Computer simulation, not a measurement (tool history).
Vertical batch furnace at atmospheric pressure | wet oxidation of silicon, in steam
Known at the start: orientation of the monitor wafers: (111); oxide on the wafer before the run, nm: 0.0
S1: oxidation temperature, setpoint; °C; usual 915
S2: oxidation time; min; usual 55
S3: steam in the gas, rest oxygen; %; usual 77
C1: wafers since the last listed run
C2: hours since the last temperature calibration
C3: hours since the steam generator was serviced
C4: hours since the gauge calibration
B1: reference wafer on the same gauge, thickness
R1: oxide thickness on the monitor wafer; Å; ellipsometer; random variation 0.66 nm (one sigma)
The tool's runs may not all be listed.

{"run": 1, "hour": 0.0, "S1": 901, "S2": 55, "S3": 85, "C1": 0, "C2": 3416.3, "C3": 1363.5, "C4": 1126.2, "B1": 200.07, "R1": 2066.1}
{"run": 2, "hour": 37.0, "S1": 901, "S2": 55, "S3": 85, "C1": 876, "C2": 3453.3, "C3": 1400.5, "C4": 1163.2, "B1": 200.01, "R1": 2063}
{"run": 3, "hour": 107.1, "S1": 915, "S2": 66.5, "S3": 83, "C1": 1660, "C2": 3523.4, "C3": 1470.6, "C4": 1233.3, "B1": 200.12, "R1": 2713}
{"run": 4, "hour": 153.6, "S1": 915, "S2": 61, "S3": 70, "C1": 1101, "C2": 3569.9, "C3": 1517.1, "C4": 1279.8, "B1": 200.14, "R1": 2217.3}
{"run": 5, "hour": 207.4, "S1": 915, "S2": 61, "S3": 70, "C1": 1274, "C2": 3623.7, "C3": 1570.9, "C4": 1333.6, "B1": 199.89, "R1": 2220.2}
{"hour": 254.0, "done": "gauge calibrated"}
{"run": 6, "hour": 302.1, "S1": 915, "S2": 61, "S3": 70, "C1": 2243, "C2": 3718.4, "C3": 1665.6, "C4": 48.1, "B1": 200.11, "R1": 2217.8}
{"run": 7, "hour": 407.4, "S1": 915, "S2": 55, "S3": 77, "C1": 2494, "C2": 3823.7, "C3": 1770.9, "C4": 153.4, "B1": 200.1, "R1": 2194}
{"run": 8, "hour": 492.1, "S1": 915, "S2": 55, "S3": 77, "C1": 2006, "C2": 3908.4, "C3": 1855.6, "C4": 238.1, "B1": 200.02, "R1": 2190.5}
{"run": 9, "hour": 599.6, "S1": 915, "S2": 55, "S3": 77, "C1": 2546, "C2": 4015.9, "C3": 1963.1, "C4": 345.6, "B1": 200.13, "R1": 2197.3}
{"run": 10, "hour": 653.7, "S1": 904, "S2": 55, "S3": 77, "C1": 1281, "C2": 4070, "C3": 2017.2, "C4": 399.7, "B1": 199.88, "R1": 1944.7}
{"run": 11, "hour": 752.8, "S1": 904, "S2": 55, "S3": 77, "C1": 2347, "C2": 4169.1, "C3": 2116.3, "C4": 498.8, "B1": 200.1, "R1": 1941.5}
{"run": 12, "hour": 789.3, "S1": 904, "S2": 55, "S3": 77, "C1": 864, "C2": 4205.6, "C3": 2152.8, "C4": 535.3, "B1": 200.01, "R1": 1929}
{"hour": 875.1, "done": "thermocouples replaced and temperature profile calibrated"}
{"run": 13, "hour": 877.7, "S1": 915, "S2": 55, "S3": 77, "C1": 1525, "C2": 2.6, "C3": 2241.2, "C4": 623.7, "B1": 199.9, "R1": 2101.8}
{"run": 14, "hour": 973.7, "S1": 915, "S2": 55, "S3": 77, "C1": 2274, "C2": 98.6, "C3": 2337.2, "C4": 719.7, "B1": 199.91, "R1": 2097.2}
{"run": 15, "hour": 1019.3, "S1": 907, "S2": 55, "S3": 77, "C1": 1080, "C2": 144.2, "C3": 2382.8, "C4": 765.3, "B1": 200.11, "R1": 1922.8}
{"run": 16, "hour": 1079.2, "S1": 907, "S2": 55, "S3": 77, "C1": 1419, "C2": 204.1, "C3": 2442.7, "C4": 825.2, "B1": 200.04, "R1": 1911.7}
{"run": 17, "hour": 1137.3, "S1": 907, "S2": 55, "S3": 77, "C1": 1376, "C2": 262.2, "C3": 2500.8, "C4": 883.3, "B1": 199.99, "R1": 1906.2}
{"run": 18, "hour": 1203.1, "S1": 902, "S2": 55, "S3": 77, "C1": 1558, "C2": 328, "C3": 2566.6, "C4": 949.1, "B1": 200.03, "R1": 1807.5}
{"run": 19, "hour": 1285.8, "S1": 902, "S2": 70.5, "S3": 77, "C1": 1959, "C2": 410.7, "C3": 2649.3, "C4": 1031.8, "B1": 200.13, "R1": 2197.4}
{"hour": 1340.6, "done": "steam generator serviced"}
{"run": 20, "hour": 1387.1, "S1": 915, "S2": 55, "S3": 77, "C1": 1831, "C2": 512, "C3": 46.5, "C4": 1133.1, "B1": 199.89, "R1": 2187.5}
{"run": 21, "hour": 1596.9, "S1": 901, "S2": 55, "S3": 85, "C1": 4970, "C2": 721.8, "C3": 256.3, "C4": 1342.9, "B1": 200.07, "R1": 2038.2}
{"run": 22, "hour": 1673.8, "S1": 905, "S2": 82.5, "S3": 85, "C1": 1821, "C2": 798.7, "C3": 333.2, "C4": 1419.8, "B1": 200.05, "R1": 2927.5}
{"run": 23, "hour": 1722.3, "S1": 915, "S2": 55, "S3": 77, "C1": 1148, "C2": 847.2, "C3": 381.7, "C4": 1468.3, "B1": 199.92, "R1": 2194.6}
{"run": 24, "hour": 1818.6, "S1": 900, "S2": 28.5, "S3": 83, "C1": 2281, "C2": 943.5, "C3": 478, "C4": 1564.6, "B1": 200.13, "R1": 1128.2}
{"run": 25, "hour": 1869.9, "S1": 929, "S2": 55, "S3": 69, "C1": 1215, "C2": 994.8, "C3": 529.3, "C4": 1615.9, "B1": 200.07, "R1": 2301.4}
{"hour": 1886.4, "done": "gauge calibrated"}
{"run": 26, "hour": 1948.2, "S1": 929, "S2": 55, "S3": 69, "C1": 1854, "C2": 1073.1, "C3": 607.6, "C4": 61.8, "B1": 199.96, "R1": 2290.4}
{"run": 27, "hour": 2017.7, "S1": 895, "S2": 45.5, "S3": 85, "C1": 1646, "C2": 1142.6, "C3": 677.1, "C4": 131.3, "B1": 200.15, "R1": 1611.4}
{"run": 28, "hour": 2077.4, "S1": 915, "S2": 55, "S3": 77, "C1": 1414, "C2": 1202.3, "C3": 736.8, "C4": 191, "B1": 199.94, "R1": 2186.9}
{"run": 29, "hour": 2144.0, "S1": 906, "S2": 43, "S3": 85, "C1": 1577, "C2": 1268.9, "C3": 803.4, "C4": 257.6, "B1": 200.04, "R1": 1758.2}
{"run": 30, "hour": 2203.6, "S1": 925, "S2": 55, "S3": 77, "C1": 1411, "C2": 1328.5, "C3": 863, "C4": 317.2, "B1": 199.89, "R1": 2422.5}
{"run": 31, "hour": 2261.4, "S1": 915, "S2": 30.5, "S3": 85, "C1": 1369, "C2": 1386.3, "C3": 920.8, "C4": 375, "B1": 200.1, "R1": 1465}
{"run": 32, "hour": 2316.0, "S1": 936, "S2": 67, "S3": 67, "C1": 1293, "C2": 1440.9, "C3": 975.4, "C4": 429.6, "B1": 200.03, "R1": 2764.4}
{"run": 33, "hour": 2354.0, "S1": 890, "S2": 55, "S3": 82, "C1": 900, "C2": 1478.9, "C3": 1013.4, "C4": 467.6, "B1": 200.01, "R1": 1718.7}
{"run": 34, "hour": 2396.3, "S1": 915, "S2": 55, "S3": 77, "C1": 1002, "C2": 1521.2, "C3": 1055.7, "C4": 509.9, "B1": 199.9, "R1": 2197.6}

The same runs without the tool's hidden state, with the same run-to-run variation:
The hidden state here: true tube temperature minus thermocouple reading, K; steam share off its setpoint, % of the setpoint; gauge reads high (%).
run=1 R1=2035.4
run=2 R1=2033.2
run=3 R1=2691.1
run=4 R1=2198.6
run=5 R1=2203.3
run=6 R1=2204.1
run=7 R1=2184.3
run=8 R1=2184.2
run=9 R1=2195.7
run=10 R1=1937.9
run=11 R1=1939
run=12 R1=1928.1
run=13 R1=2181.6
run=14 R1=2182.2
run=15 R1=2004.6
run=16 R1=1996.4
run=17 R1=1993.9
run=18 R1=1895.2
run=19 R1=2307
run=20 R1=2185.7
run=21 R1=2031.6
run=22 R1=2920
run=23 R1=2189.4
run=24 R1=1122.3
run=25 R1=2297.1
run=26 R1=2286.3
run=27 R1=1603.1
run=28 R1=2181.9
run=29 R1=1752.1
run=30 R1=2419.9
run=31 R1=1461.7
run=32 R1=2764.5
run=33 R1=1711.2
run=34 R1=2196

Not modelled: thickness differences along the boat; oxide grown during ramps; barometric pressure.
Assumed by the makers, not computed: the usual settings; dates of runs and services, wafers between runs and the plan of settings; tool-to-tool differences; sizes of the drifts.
